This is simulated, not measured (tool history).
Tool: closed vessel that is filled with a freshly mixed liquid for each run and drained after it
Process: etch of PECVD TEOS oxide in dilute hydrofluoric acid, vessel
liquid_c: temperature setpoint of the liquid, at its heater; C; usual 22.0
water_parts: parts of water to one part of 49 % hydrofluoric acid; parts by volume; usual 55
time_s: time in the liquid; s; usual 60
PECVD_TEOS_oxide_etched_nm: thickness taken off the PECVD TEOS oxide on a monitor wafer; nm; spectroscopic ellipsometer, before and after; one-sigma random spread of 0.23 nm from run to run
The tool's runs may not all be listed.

| run | hour | liquid_c | water_parts | time_s | read-back film thickness of the PECVD TEOS oxide reference wafer, read on the same gauge (nm) | PECVD_TEOS_oxide_etched_nm |
|---|---|---|---|---|---|---|
| 1 | 0.0 | 22.0 | 55 | 70 | 60.00 | 32.16 |
| 2 | 86.4 | 22.0 | 55 | 70 | 59.97 | 32.28 |
| 3 | 183.0 | 22.0 | 55 | 70 | 60.01 | 31.76 |
| 4 | 229.1 | 19.0 | 55 | 60 | 60.01 | 24.13 |
| 5 | 325.3 | 19.0 | 55 | 60 | 60.01 | 24.45 |
|  | 331.6 | hydrofluoric acid flow meter replaced |
| 6 | 404.9 | 19.0 | 55 | 60 | 60.02 | 24.04 |
| 7 | 465.0 | 22.0 | 45 | 60 | 59.94 | 33.88 |
| 8 | 523.2 | 20.5 | 40 | 60 | 60.07 | 35.26 |
|  | 548.3 | gauge calibrated |
| 9 | 590.4 | 20.5 | 40 | 60 | 60.00 | 36.33 |
| 10 | 661.5 | 20.5 | 40 | 60 | 60.00 | 35.78 |
|  | 672.1 | thermometer replaced |
| 11 | 755.9 | 22.0 | 55 | 60 | 60.03 | 27.28 |
| 12 | 838.8 | 22.0 | 55 | 60 | 59.98 | 27.14 |
| 13 | 926.2 | 22.0 | 55 | 95 | 60.03 | 43.20 |
| 14 | 998.5 | 22.0 | 55 | 60 | 60.03 | 27.19 |
| 15 | 1093.0 | 17.5 | 65 | 80 | 59.99 | 25.20 |
| 16 | 1178.4 | 22.0 | 55 | 80 | 60.07 | 36.47 |
|  | 1229.1 | hydrofluoric acid flow meter replaced |
| 17 | 1279.9 | 24.5 | 25 | 40 | 59.97 | 45.49 |
| 18 | 1349.3 | 19.0 | 35 | 40 | 59.95 | 25.96 |
|  | 1377.8 | gauge calibrated |
| 19 | 1400.7 | 26.0 | 55 | 70 | 59.98 | 37.46 |
| 20 | 1441.6 | 19.5 | 45 | 85 | 59.94 | 42.50 |
| 21 | 1484.4 | 22.0 | 55 | 60 | 60.03 | 27.41 |
| 22 | 1549.8 | 22.0 | 55 | 60 | 60.03 | 27.55 |
| 23 | 1616.5 | 20.5 | 55 | 60 | 60.01 | 26.01 |
| 24 | 1662.2 | 24.5 | 80 | 80 | 59.96 | 26.64 |
| 25 | 1712.0 | 22.0 | 80 | 60 | 59.99 | 18.16 |

Below are 4 alternative next runs, each starting from the tool's condition after run 25. Predict each:
| A | 1712.7 | 22.0 | 55 | 60 | ? | ? |
| B | 1712.7 | 18.0 | 70 | 50 | ? | ? |
| C | 1712.7 | 23.5 | 70 | 90 | ? | ? |
| D | 1712.7 | 22.0 | 55 | 40 | ? | ? |

| run | read-back film thickness of the PECVD TEOS oxide reference wafer, read on the same gauge (nm) | PECVD_TEOS_oxide_etched_nm |
|---|---|---|
| A | 60.02 | 27.31 |
| B | 60.02 | 14.85 |
| C | 60.02 | 33.60 |
| D | 60.02 | 18.21 |
What these runs would have given with no unlogged condition in the tool:
| run | PECVD_TEOS_oxide_etched_nm |
|---|---|
| A | 27.31 |
| B | 14.85 |
| C | 33.60 |
| D | 18.21 |
